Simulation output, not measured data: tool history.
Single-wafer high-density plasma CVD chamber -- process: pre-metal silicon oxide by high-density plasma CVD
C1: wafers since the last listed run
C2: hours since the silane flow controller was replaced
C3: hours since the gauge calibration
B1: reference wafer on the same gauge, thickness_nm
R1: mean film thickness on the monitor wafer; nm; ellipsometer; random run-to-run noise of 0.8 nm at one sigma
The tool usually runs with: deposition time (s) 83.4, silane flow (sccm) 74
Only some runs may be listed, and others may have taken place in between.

{"run": 1, "hour": 0.0, "deposition time (s)": 83.4, "silane flow (sccm)": 74, "C1": 0, "C2": 2206.8, "C3": 48.7, "B1": 557.994, "R1": 513.704}
{"run": 2, "hour": 11.6, "deposition time (s)": 83.4, "silane flow (sccm)": 74, "C1": 152, "C2": 2218.4, "C3": 60.3, "B1": 558.162, "R1": 511.707}
{"run": 3, "hour": 31.6, "deposition time (s)": 83.4, "silane flow (sccm)": 74, "C1": 263, "C2": 2238.4, "C3": 80.3, "B1": 557.887, "R1": 512.506}
{"run": 4, "hour": 41.1, "deposition time (s)": 95.7, "silane flow (sccm)": 74, "C1": 125, "C2": 2247.9, "C3": 89.8, "B1": 557.87, "R1": 587.927}
{"run": 5, "hour": 52.9, "deposition time (s)": 95.7, "silane flow (sccm)": 74, "C1": 155, "C2": 2259.7, "C3": 101.6, "B1": 558.002, "R1": 586.709}
{"run": 6, "hour": 75.6, "deposition time (s)": 95.7, "silane flow (sccm)": 74, "C1": 298, "C2": 2282.4, "C3": 124.3, "B1": 558.086, "R1": 586.037}
{"run": 7, "hour": 88.9, "deposition time (s)": 87.7, "silane flow (sccm)": 74, "C1": 175, "C2": 2295.7, "C3": 137.6, "B1": 557.866, "R1": 536.878}
{"run": 8, "hour": 102.1, "deposition time (s)": 87.7, "silane flow (sccm)": 74, "C1": 173, "C2": 2308.9, "C3": 150.8, "B1": 558.052, "R1": 536.685}
{"run": 9, "hour": 117.5, "deposition time (s)": 83.4, "silane flow (sccm)": 74, "C1": 202, "C2": 2324.3, "C3": 166.2, "B1": 557.973, "R1": 510.375}
{"hour": 134.4, "done": "silane flow controller replaced"}
{"run": 10, "hour": 134.9, "deposition time (s)": 83.4, "silane flow (sccm)": 74, "C1": 123, "C2": 0.5, "C3": 183.6, "B1": 558.121, "R1": 532.58}
{"run": 11, "hour": 135.2, "deposition time (s)": 83.4, "silane flow (sccm)": 74, "C1": 3, "C2": 0.8, "C3": 183.9, "B1": 558.105, "R1": 533.318}
{"run": 12, "hour": 141.1, "deposition time (s)": 83.4, "silane flow (sccm)": 74, "C1": 77, "C2": 6.7, "C3": 189.8, "B1": 557.867, "R1": 530.713}
{"run": 13, "hour": 152.4, "deposition time (s)": 83.4, "silane flow (sccm)": 74, "C1": 148, "C2": 18.0, "C3": 201.1, "B1": 558.096, "R1": 532.159}
{"run": 14, "hour": 162.5, "deposition time (s)": 100.0, "silane flow (sccm)": 74, "C1": 132, "C2": 28.1, "C3": 211.2, "B1": 558.068, "R1": 638.019}
{"run": 15, "hour": 180.0, "deposition time (s)": 69.9, "silane flow (sccm)": 66, "C1": 230, "C2": 45.6, "C3": 228.7, "B1": 557.981, "R1": 408.345}
{"run": 16, "hour": 191.1, "deposition time (s)": 91.8, "silane flow (sccm)": 79, "C1": 146, "C2": 56.7, "C3": 239.8, "B1": 557.971, "R1": 618.647}
{"run": 17, "hour": 206.0, "deposition time (s)": 91.6, "silane flow (sccm)": 74, "C1": 196, "C2": 71.6, "C3": 254.7, "B1": 558.057, "R1": 584.921}
{"run": 18, "hour": 223.6, "deposition time (s)": 77.5, "silane flow (sccm)": 79, "C1": 231, "C2": 89.2, "C3": 272.3, "B1": 558.115, "R1": 520.64}

The next listed run, before its measurement:
{"run": 19, "hour": 237.1, "deposition time (s)": 83.4, "silane flow (sccm)": 67, "C1": 177, "C2": 102.7, "C3": 285.8, "B1": "?", "R1": "?"}

{"run 19": {"B1": 557.933, "R1": 492.558}}
If the tool had no hidden condition, the same run with the same run-to-run variation would have returned R1 493.342 nm.

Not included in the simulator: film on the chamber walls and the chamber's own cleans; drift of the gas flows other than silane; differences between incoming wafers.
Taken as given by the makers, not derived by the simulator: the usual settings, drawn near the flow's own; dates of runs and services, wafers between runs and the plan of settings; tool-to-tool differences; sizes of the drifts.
